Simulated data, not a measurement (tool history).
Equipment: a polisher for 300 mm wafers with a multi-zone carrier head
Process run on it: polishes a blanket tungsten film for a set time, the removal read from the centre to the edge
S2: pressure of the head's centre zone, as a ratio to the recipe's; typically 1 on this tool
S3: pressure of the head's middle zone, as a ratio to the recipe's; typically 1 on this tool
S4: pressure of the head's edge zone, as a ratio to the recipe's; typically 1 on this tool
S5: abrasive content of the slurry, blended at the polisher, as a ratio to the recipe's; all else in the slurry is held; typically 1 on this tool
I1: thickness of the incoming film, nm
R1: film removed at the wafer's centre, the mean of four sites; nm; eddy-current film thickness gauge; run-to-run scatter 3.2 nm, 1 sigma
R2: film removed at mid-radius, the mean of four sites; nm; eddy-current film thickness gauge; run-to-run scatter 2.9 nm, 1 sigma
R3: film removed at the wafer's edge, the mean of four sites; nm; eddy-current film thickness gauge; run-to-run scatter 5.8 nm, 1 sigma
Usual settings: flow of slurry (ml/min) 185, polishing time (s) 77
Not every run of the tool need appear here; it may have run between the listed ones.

{"run": 1, "hour": 0.0, "flow of slurry (ml/min)": 185, "S2": 1, "S3": 1, "S4": 1, "S5": 1, "polishing time (s)": 77, "I1": 1494.2, "R1": 451.9, "R2": 448.2, "R3": 443.1}
{"run": 2, "hour": 13.4, "flow of slurry (ml/min)": 185, "S2": 1, "S3": 1, "S4": 1, "S5": 1, "polishing time (s)": 77, "I1": 1516.8, "R1": 445.8, "R2": 445.5, "R3": 448}
{"run": 3, "hour": 25.7, "flow of slurry (ml/min)": 185, "S2": 1, "S3": 1, "S4": 1, "S5": 1, "polishing time (s)": 77, "I1": 1506, "R1": 442.3, "R2": 433.4, "R3": 442.6}
{"hour": 56.9, "done": "worn pad replaced by a new one"}
{"run": 4, "hour": 76.9, "flow of slurry (ml/min)": 185, "S2": 1, "S3": 1, "S4": 1.04, "S5": 1.2, "polishing time (s)": 77, "I1": 1517.4, "R1": 457.9, "R2": 452.5, "R3": 473}
{"run": 5, "hour": 86.9, "flow of slurry (ml/min)": 185, "S2": 1, "S3": 1, "S4": 1, "S5": 1, "polishing time (s)": 77, "I1": 1490.4, "R1": 435.1, "R2": 434.6, "R3": 437.6}
{"hour": 103.5, "done": "worn pad replaced by a new one"}
{"run": 6, "hour": 104.0, "flow of slurry (ml/min)": 185, "S2": 1, "S3": 1, "S4": 1, "S5": 1, "polishing time (s)": 77, "I1": 1485.3, "R1": 443.7, "R2": 442.6, "R3": 447.5}
{"run": 7, "hour": 120.6, "flow of slurry (ml/min)": 185, "S2": 1, "S3": 1, "S4": 1, "S5": 1, "polishing time (s)": 77, "I1": 1514.1, "R1": 444.6, "R2": 443.1, "R3": 433}
{"hour": 126.1, "done": "centre zone pressure recalibrated"}
{"run": 8, "hour": 136.9, "flow of slurry (ml/min)": 230, "S2": 1, "S3": 1, "S4": 1, "S5": 1, "polishing time (s)": 77, "I1": 1498.7, "R1": 459.7, "R2": 450.6, "R3": 445.2}
{"hour": 148.5, "done": "worn pad replaced by a new one"}
{"run": 9, "hour": 149.7, "flow of slurry (ml/min)": 230, "S2": 1, "S3": 1, "S4": 1, "S5": 1, "polishing time (s)": 77, "I1": 1511.7, "R1": 463.2, "R2": 463.3, "R3": 471.9}

What will run 10 give?
{"run": 10, "hour": 161.2, "flow of slurry (ml/min)": 185, "S2": 1, "S3": 1, "S4": 1, "S5": 1, "polishing time (s)": 77, "I1": 1523.6, "R1": "?", "R2": "?", "R3": "?"}

R1: 447.3 nm
R2: 445.9 nm
R3: 457 nm
Were there no unlogged condition in the tool, this run, its random variation unchanged, would have produced R1 451.5 nm, R2 450.1 nm, R3 461.2 nm.

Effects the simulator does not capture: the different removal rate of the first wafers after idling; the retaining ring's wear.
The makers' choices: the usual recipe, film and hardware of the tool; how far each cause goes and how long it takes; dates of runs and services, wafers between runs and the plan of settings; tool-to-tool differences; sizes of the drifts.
